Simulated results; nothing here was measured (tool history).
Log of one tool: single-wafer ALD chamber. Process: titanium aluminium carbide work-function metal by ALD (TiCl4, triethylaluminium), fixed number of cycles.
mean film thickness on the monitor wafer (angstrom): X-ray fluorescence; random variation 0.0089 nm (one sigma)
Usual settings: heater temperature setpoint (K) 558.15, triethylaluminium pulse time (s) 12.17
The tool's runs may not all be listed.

run    hour  heater temperature setpoint (K)  triethylaluminium pulse time (s)  read-back reference wafer on the same gauge, thickness_nm  mean film thickness on the monitor wafer (angstrom)
  1     0.0                           558.15                             12.17                                                      1.537                                                18.90
  2    65.5                           558.15                             12.17                                                      1.536                                                18.73
  3   130.7                           558.15                             15.71                                                      1.533                                                19.02
  4   231.9                           558.15                             15.71                                                      1.528                                                18.90
  5   294.3                           558.15                             15.71                                                      1.528                                                18.90
  6   354.5                           558.15                             11.05                                                      1.523                                                18.41
  7   459.7                           558.15                             11.05                                                      1.513                                                18.16
  8   515.2                           550.15                             12.17                                                      1.512                                                17.81
      523.5  -- showerhead replaced
  9   569.1                           558.15                             12.17                                                      1.504                                                18.46
 10   652.9                           553.15                             14.42                                                      1.494                                                18.05
      658.8  -- gauge calibrated
 11   741.4                           543.15                             12.17                                                      1.531                                                17.47
      767.1  -- thermocouple changed; heater temperature recalibrated
      767.6  -- triethylaluminium bottle replaced
 12   840.5                           554.15                             15.78                                                      1.528                                                18.77
 13   948.3                           565.15                             10.51                                                      1.525                                                18.76
 14  1052.2                           543.15                             14.58                                                      1.517                                                17.62
 15  1141.3                           573.15                             12.17                                                      1.512                                                19.81
 16  1204.8                           558.15                             12.17                                                      1.506                                                18.41

4 ways to go on from here, each from the tool as it stands after run 16. What would each give?
  A  1205.2                           566.15                             12.17                                                          ?                                                    ?
  B  1205.2                           553.15                             12.17                                                          ?                                                    ?
  C  1205.2                           558.15                             16.53                                                          ?                                                    ?
  D  1205.2                           573.15                             16.28                                                          ?                                                    ?

run  read-back reference wafer on the same gauge, thickness_nm  mean film thickness on the monitor wafer (angstrom)
  A                                                      1.507                                                19.17
  B                                                      1.507                                                18.09
  C                                                      1.507                                                18.76
  D                                                      1.507                                                20.04
Without the tool's hidden state the same runs would have given:
run  mean film thickness on the monitor wafer (angstrom)
  A                                                19.60
  B                                                18.49
  C                                                19.18
  D                                                20.49
